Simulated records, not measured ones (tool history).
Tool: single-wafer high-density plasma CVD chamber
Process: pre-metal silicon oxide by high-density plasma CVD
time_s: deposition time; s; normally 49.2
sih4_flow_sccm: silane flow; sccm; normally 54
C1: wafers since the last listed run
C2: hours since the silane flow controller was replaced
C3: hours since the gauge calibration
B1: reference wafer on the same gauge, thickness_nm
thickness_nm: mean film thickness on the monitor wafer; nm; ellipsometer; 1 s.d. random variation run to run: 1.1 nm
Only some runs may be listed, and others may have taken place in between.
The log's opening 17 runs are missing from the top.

{"run": 18, "hour": 1069.7, "time_s": 41.7, "sih4_flow_sccm": 61, "C1": 422, "C2": 411.4, "C3": 747.9, "B1": 265.783, "thickness_nm": 267.729}
{"run": 19, "hour": 1098.3, "time_s": 49.2, "sih4_flow_sccm": 54, "C1": 452, "C2": 440.0, "C3": 776.5, "B1": 265.695, "thickness_nm": 282.2}
{"run": 20, "hour": 1151.8, "time_s": 54.0, "sih4_flow_sccm": 46, "C1": 846, "C2": 493.5, "C3": 830.0, "B1": 266.243, "thickness_nm": 271.027}
{"run": 21, "hour": 1211.5, "time_s": 42.1, "sih4_flow_sccm": 62, "C1": 944, "C2": 553.2, "C3": 889.7, "B1": 265.75, "thickness_nm": 272.998}
{"run": 22, "hour": 1248.7, "time_s": 49.2, "sih4_flow_sccm": 54, "C1": 588, "C2": 590.4, "C3": 926.9, "B1": 266.286, "thickness_nm": 282.691}
{"run": 23, "hour": 1298.8, "time_s": 56.4, "sih4_flow_sccm": 49, "C1": 792, "C2": 640.5, "C3": 977.0, "B1": 266.078, "thickness_nm": 297.048}
{"run": 24, "hour": 1324.1, "time_s": 49.2, "sih4_flow_sccm": 54, "C1": 400, "C2": 665.8, "C3": 1002.3, "B1": 265.938, "thickness_nm": 283.404}
{"run": 25, "hour": 1386.4, "time_s": 49.2, "sih4_flow_sccm": 54, "C1": 986, "C2": 728.1, "C3": 1064.6, "B1": 266.225, "thickness_nm": 283.044}
{"hour": 1402.1, "done": "gauge calibrated"}
{"run": 26, "hour": 1455.5, "time_s": 45.6, "sih4_flow_sccm": 48, "C1": 1093, "C2": 797.2, "C3": 53.4, "B1": 266.027, "thickness_nm": 236.598}
{"run": 27, "hour": 1503.4, "time_s": 58.9, "sih4_flow_sccm": 58, "C1": 758, "C2": 845.1, "C3": 101.3, "B1": 265.681, "thickness_nm": 361.097}
{"run": 28, "hour": 1574.1, "time_s": 52.7, "sih4_flow_sccm": 45, "C1": 1119, "C2": 915.8, "C3": 172.0, "B1": 266.051, "thickness_nm": 259.712}
{"run": 29, "hour": 1618.0, "time_s": 49.2, "sih4_flow_sccm": 54, "C1": 694, "C2": 959.7, "C3": 215.9, "B1": 266.255, "thickness_nm": 282.915}
{"run": 30, "hour": 1643.5, "time_s": 57.0, "sih4_flow_sccm": 59, "C1": 403, "C2": 985.2, "C3": 241.4, "B1": 266.388, "thickness_nm": 352.713}
{"run": 31, "hour": 1681.2, "time_s": 49.2, "sih4_flow_sccm": 54, "C1": 596, "C2": 1022.9, "C3": 279.1, "B1": 265.995, "thickness_nm": 283.819}
{"run": 32, "hour": 1709.5, "time_s": 41.5, "sih4_flow_sccm": 54, "C1": 447, "C2": 1051.2, "C3": 307.4, "B1": 266.033, "thickness_nm": 238.002}
{"run": 33, "hour": 1770.7, "time_s": 49.2, "sih4_flow_sccm": 54, "C1": 968, "C2": 1112.4, "C3": 368.6, "B1": 265.798, "thickness_nm": 283.097}

Forecast each of these 5 alternatives for the next run:
{"run": "A", "hour": 1771.1, "time_s": 49.2, "sih4_flow_sccm": 60, "C1": 6, "C2": 1112.8, "C3": 369.0, "B1": "?", "thickness_nm": "?"}
{"run": "B", "hour": 1771.1, "time_s": 58.7, "sih4_flow_sccm": 47, "C1": 6, "C2": 1112.8, "C3": 369.0, "B1": "?", "thickness_nm": "?"}
{"run": "C", "hour": 1771.1, "time_s": 54.5, "sih4_flow_sccm": 57, "C1": 6, "C2": 1112.8, "C3": 369.0, "B1": "?", "thickness_nm": "?"}
{"run": "D", "hour": 1771.1, "time_s": 44.3, "sih4_flow_sccm": 64, "C1": 6, "C2": 1112.8, "C3": 369.0, "B1": "?", "thickness_nm": "?"}
{"run": "E", "hour": 1771.1, "time_s": 41.0, "sih4_flow_sccm": 54, "C1": 6, "C2": 1112.8, "C3": 369.0, "B1": "?", "thickness_nm": "?"}

run=A B1=265.612 thickness_nm=311.391
run=B B1=265.612 thickness_nm=301.018
run=C B1=265.612 thickness_nm=329.830
run=D B1=265.612 thickness_nm=296.749
run=E B1=265.612 thickness_nm=236.765
Without the tool's unlogged condition, the same runs would have read:
run=A thickness_nm=312.094
run=B thickness_nm=301.698
run=C thickness_nm=330.575
run=D thickness_nm=297.419
run=E thickness_nm=237.300
